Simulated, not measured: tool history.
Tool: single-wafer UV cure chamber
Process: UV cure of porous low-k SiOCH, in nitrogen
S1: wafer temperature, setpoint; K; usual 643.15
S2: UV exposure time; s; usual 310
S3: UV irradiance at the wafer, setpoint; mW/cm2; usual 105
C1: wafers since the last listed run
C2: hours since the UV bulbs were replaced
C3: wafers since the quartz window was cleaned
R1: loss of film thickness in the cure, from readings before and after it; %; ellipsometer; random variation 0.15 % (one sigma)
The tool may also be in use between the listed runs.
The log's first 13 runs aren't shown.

run,hour,S1,S2,S3,C1,C2,C3,R1
# hour 879.9: quartz window cleaned
14,908.2,643.15,410,105,270,1778.2,193,13.215
15,978.0,643.15,410,105,477,1848.0,671,13.243
16,1081.2,643.15,410,105,706,1951.2,1377,13.063
17,1253.9,643.15,310,133,1182,2123.9,2559,13.046
18,1337.1,643.15,310,128,569,2207.1,3129,12.663
19,1392.1,643.15,310,128,376,2262.1,3505,12.462
20,1453.4,655.15,310,87,419,2323.4,3925,11.097
# hour 1507.1: quartz window cleaned
21,1521.5,649.15,430,105,411,2391.5,98,13.195
22,1753.2,643.15,310,105,1585,2623.2,1684,11.399
# hour 1791.5: UV bulbs replaced
23,1855.1,648.15,310,67,642,63.6,2327,10.587
24,1936.7,643.15,310,74,558,145.2,2885,10.605
25,1983.7,633.15,125,134,321,192.2,3207,9.093
26,2027.1,630.15,440,105,297,235.6,3504,13.596
27,2120.2,643.15,310,105,637,328.7,4141,12.299
# hour 2153.2: quartz window cleaned
28,2191.5,654.15,185,141,433,400.0,261,11.353
29,2261.2,643.15,265,105,477,469.7,738,11.660
30,2327.6,643.15,175,105,454,536.1,1193,9.892
31,2380.4,630.15,310,74,361,588.9,1554,10.597
32,2475.8,659.15,490,137,652,684.3,2207,16.289
33,2553.3,643.15,310,132,530,761.8,2738,13.352
34,2625.7,643.15,310,67,495,834.2,3233,10.431
# hour 2650.7: quartz window cleaned
35,2695.4,643.15,265,105,422,903.9,305,11.643
36,2766.3,643.15,205,71,485,974.8,791,8.681
37,2802.7,631.15,370,90,249,1011.2,1040,12.096
38,2850.7,631.15,425,132,328,1059.2,1368,14.373

Forecast each of these 3 alternatives for the next run:
A,2851.2,643.15,310,105,3,1059.7,1372,?
B,2851.2,659.15,390,105,3,1059.7,1372,?
C,2851.2,658.15,400,105,3,1059.7,1372,?

run,R1
A,12.396
B,13.779
C,13.880
Without the tool's hidden state the same runs would have given:
run,R1
A,12.635
B,14.024
C,14.125
